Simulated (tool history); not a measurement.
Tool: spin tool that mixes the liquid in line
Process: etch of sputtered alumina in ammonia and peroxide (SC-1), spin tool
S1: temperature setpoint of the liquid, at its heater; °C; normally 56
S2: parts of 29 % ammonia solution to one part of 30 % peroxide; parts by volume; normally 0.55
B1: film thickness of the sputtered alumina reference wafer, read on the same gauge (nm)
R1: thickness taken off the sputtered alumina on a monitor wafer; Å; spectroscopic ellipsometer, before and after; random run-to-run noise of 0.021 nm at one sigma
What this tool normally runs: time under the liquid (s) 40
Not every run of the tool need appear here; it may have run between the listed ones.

run 1 hour=0 | S1=56 S2=0.55 time_under_the_liquid_(s)=40 | B1=119.994 | R1=34.91
run 2 hour=36.1 | S1=56 S2=0.55 time_under_the_liquid_(s)=40 | B1=120.02 | R1=34.51
run 3 hour=53 | S1=56 S2=0.55 time_under_the_liquid_(s)=40 | B1=119.986 | R1=34.52
run 4 hour=61 | S1=56 S2=0.55 time_under_the_liquid_(s)=40 | B1=119.993 | R1=34.48
run 5 hour=76.3 | S1=56 S2=0.55 time_under_the_liquid_(s)=40 | B1=120.005 | R1=34.37
run 6 hour=83 | S1=56 S2=0.55 time_under_the_liquid_(s)=40 | B1=119.998 | R1=34.42
run 7 hour=93.6 | S1=56 S2=0.55 time_under_the_liquid_(s)=40 | B1=119.976 | R1=34.17
run 8 hour=107 | S1=56 S2=0.55 time_under_the_liquid_(s)=40 | B1=120.008 | R1=34.48
-- hour=110.5 ammonia flow meter replaced
-- hour=111.7 new drum of ammonia solution connected
-- hour=113.4 gauge calibrated
run 9 hour=115.6 | S1=56 S2=0.55 time_under_the_liquid_(s)=40 | B1=120.017 | R1=34.45
-- hour=121.2 heated supply line repaired
run 10 hour=129.1 | S1=56 S2=0.55 time_under_the_liquid_(s)=40 | B1=120.025 | R1=42.42
-- hour=140.3 thermometer replaced
run 11 hour=142.9 | S1=56 S2=0.55 time_under_the_liquid_(s)=40 | B1=120 | R1=42.18
run 12 hour=153.6 | S1=56 S2=0.55 time_under_the_liquid_(s)=40 | B1=120.008 | R1=42.19
run 13 hour=162.8 | S1=50 S2=0.7 time_under_the_liquid_(s)=20 | B1=120.004 | R1=15.66
run 14 hour=171.3 | S1=56 S2=0.4 time_under_the_liquid_(s)=60 | B1=119.999 | R1=61.07
run 15 hour=182.1 | S1=61.5 S2=0.85 time_under_the_liquid_(s)=40 | B1=119.986 | R1=58.27
run 16 hour=192.6 | S1=50.5 S2=0.75 time_under_the_liquid_(s)=40 | B1=119.986 | R1=32.07
run 17 hour=199.8 | S1=52.5 S2=0.75 time_under_the_liquid_(s)=25 | B1=119.999 | R1=22.66
run 18 hour=208.3 | S1=56 S2=0.55 time_under_the_liquid_(s)=55 | B1=119.991 | R1=58.09
run 19 hour=215.1 | S1=56 S2=0.55 time_under_the_liquid_(s)=40 | B1=119.995 | R1=42
run 20 hour=225.2 | S1=49.5 S2=0.35 time_under_the_liquid_(s)=40 | B1=120 | R1=28.12
run 21 hour=236.5 | S1=65 S2=0.4 time_under_the_liquid_(s)=65 | B1=119.994 | R1=104.42
run 22 hour=246 | S1=56 S2=0.3 time_under_the_liquid_(s)=40 | B1=119.97 | R1=39.6
run 23 hour=258.8 | S1=56 S2=0.55 time_under_the_liquid_(s)=40 | B1=119.982 | R1=42.06
-- hour=263 gauge calibrated
run 24 hour=272.3 | S1=56 S2=0.55 time_under_the_liquid_(s)=15 | B1=119.994 | R1=15.75

What would each run have given without the hidden state, its run-to-run variation left as it was?
What the log doesn't record here: liquid hotter than its thermometer reads (K); ammonia flow above the setpoint (%); temperature lost on the way to the wafer (K); ammonia solution weaker than its label (%); gauge reads high (%).
run=1 R1=42.76
run=2 R1=42.38
run=3 R1=42.43
run=4 R1=42.44
run=5 R1=42.34
run=6 R1=42.42
run=7 R1=42.15
run=8 R1=42.57
run=9 R1=42.55
run=10 R1=42.67
run=11 R1=42.47
run=12 R1=42.52
run=13 R1=15.8
run=14 R1=61.62
run=15 R1=58.84
run=16 R1=32.43
run=17 R1=22.93
run=18 R1=58.8
run=19 R1=42.54
run=20 R1=28.52
run=21 R1=105.83
run=22 R1=40.19
run=23 R1=42.73
run=24 R1=16.02
